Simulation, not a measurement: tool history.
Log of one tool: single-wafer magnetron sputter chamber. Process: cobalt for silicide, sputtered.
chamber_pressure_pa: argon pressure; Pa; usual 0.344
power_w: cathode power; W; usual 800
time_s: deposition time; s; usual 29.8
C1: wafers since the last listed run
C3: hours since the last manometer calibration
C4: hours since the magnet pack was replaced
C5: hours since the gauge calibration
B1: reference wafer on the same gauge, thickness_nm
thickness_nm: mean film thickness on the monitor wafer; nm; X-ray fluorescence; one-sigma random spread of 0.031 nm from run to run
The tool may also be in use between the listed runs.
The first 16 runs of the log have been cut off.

Run 17, hour 357.7: usual settings but power_w 1000 W; C1 398; wafers on the sputter target 5897; C3 34; C4 139; C5 46.6; B1 11.127. Result: thickness_nm 15.115 nm.
Run 18, hour 386.9: usual settings but power_w 650 W; C1 801; wafers on the sputter target 6699; C3 63.2; C4 168.2; C5 75.8; B1 11.114. Result: thickness_nm 9.855 nm.
At hour 418.1: sputter target and shields replaced.
Run 19, hour 418.6: usual settings but power_w 900 W, time_s 25.1 s; C1 650; wafers on the sputter target 14; C3 94.9; C4 199.9; C5 107.5; B1 11.12. Result: thickness_nm 11.469 nm.
Run 20, hour 449: usual settings; C1 834; wafers on the sputter target 849; C3 125.3; C4 230.3; C5 137.9; B1 11.1. Result: thickness_nm 12.085 nm.
Run 21, hour 474.5: usual settings; C1 700; wafers on the sputter target 1549; C3 150.8; C4 255.8; C5 163.4; B1 11.123. Result: thickness_nm 12.091 nm.
Run 22, hour 498.9: usual settings but chamber_pressure_pa 0.284 Pa, power_w 950 W, time_s 33.9 s; C1 669; wafers on the sputter target 2219; C3 175.2; C4 280.2; C5 187.8; B1 11.117. Result: thickness_nm 16.75 nm.
Run 23, hour 529.6: usual settings but time_s 35.5 s; C1 842; wafers on the sputter target 3062; C3 205.9; C4 310.9; C5 218.5; B1 11.118. Result: thickness_nm 14.34 nm.
Run 24, hour 550.4: usual settings but chamber_pressure_pa 0.242 Pa, power_w 750 W, time_s 32.6 s; C1 571; wafers on the sputter target 3633; C3 226.7; C4 331.7; C5 239.3; B1 11.121. Result: thickness_nm 13.025 nm.
Run 25, hour 563.5: usual settings; C1 359; wafers on the sputter target 3993; C3 239.8; C4 344.8; C5 252.4; B1 11.116. Result: thickness_nm 12.06 nm.
Run 26, hour 577.3: usual settings but chamber_pressure_pa 0.447 Pa, power_w 900 W, time_s 34.1 s; C1 378; wafers on the sputter target 4372; C3 253.6; C4 358.6; C5 266.2; B1 11.111. Result: thickness_nm 14.939 nm.

Run 27 comes next. What will it give?
Run 27, hour 606.8: usual settings but chamber_pressure_pa 0.411 Pa, power_w 700 W, time_s 31.7 s; C1 809; wafers on the sputter target 5182; C3 283.1; C4 388.1; C5 295.7; B1 ?. Result: thickness_nm ?.

B1: 11.102
thickness_nm: 10.952 nm
With no hidden state in the tool, this same run would have given thickness_nm 10.943 nm.
